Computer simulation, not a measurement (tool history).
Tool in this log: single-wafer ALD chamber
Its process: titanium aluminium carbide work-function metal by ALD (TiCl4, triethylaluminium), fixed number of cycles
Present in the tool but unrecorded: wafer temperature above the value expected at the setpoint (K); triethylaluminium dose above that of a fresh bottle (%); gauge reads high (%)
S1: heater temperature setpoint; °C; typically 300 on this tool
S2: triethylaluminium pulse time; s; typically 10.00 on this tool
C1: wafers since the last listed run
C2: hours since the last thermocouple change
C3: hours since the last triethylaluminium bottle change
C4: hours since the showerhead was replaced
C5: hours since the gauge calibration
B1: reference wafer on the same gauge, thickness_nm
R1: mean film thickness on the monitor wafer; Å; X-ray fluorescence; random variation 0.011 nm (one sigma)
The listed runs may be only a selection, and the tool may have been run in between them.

Run 1, hour 0.0: usual settings; C1 0; C2 2324.5; C3 1019.4; C4 5867.7; C5 256.3; B1 2.059. Result: R1 20.83 Å.
Run 2, hour 30.5: usual settings; C1 317; C2 2355.0; C3 1049.9; C4 5898.2; C5 286.8; B1 2.055. Result: R1 20.63 Å.
At hour 38.4: gauge calibrated.
Run 3, hour 63.9: usual settings; C1 347; C2 2388.4; C3 1083.3; C4 5931.6; C5 25.5; B1 2.056. Result: R1 20.47 Å.
Run 4, hour 78.7: usual settings; C1 154; C2 2403.2; C3 1098.1; C4 5946.4; C5 40.3; B1 2.062. Result: R1 20.48 Å.
Run 5, hour 111.3: usual settings; C1 339; C2 2435.8; C3 1130.7; C4 5979.0; C5 72.9; B1 2.059. Result: R1 20.31 Å.
At hour 119.3: showerhead replaced.
At hour 133.5: triethylaluminium bottle replaced.
Run 6, hour 142.2: usual settings but S2 11.03 s; C1 155; C2 2466.7; C3 8.7; C4 22.9; C5 103.8; B1 2.059. Result: R1 22.12 Å.
Run 7, hour 166.0: usual settings but S2 11.03 s; C1 247; C2 2490.5; C3 32.5; C4 46.7; C5 127.6; B1 2.054. Result: R1 21.99 Å.
Run 8, hour 194.5: usual settings but S2 8.81 s; C1 296; C2 2519.0; C3 61.0; C4 75.2; C5 156.1; B1 2.065. Result: R1 21.08 Å.

For run 9, what comes out?
Run 9, hour 218.7: usual settings but S1 305 °C, S2 6.76 s; C1 252; C2 2543.2; C3 85.2; C4 99.4; C5 180.3; B1 ?. Result: R1 ?.

{"run 9": {"B1": 2.064, "R1": 19.73}}
The same run, on a tool lacking any hidden state, would have yielded R1 19.93 Å.
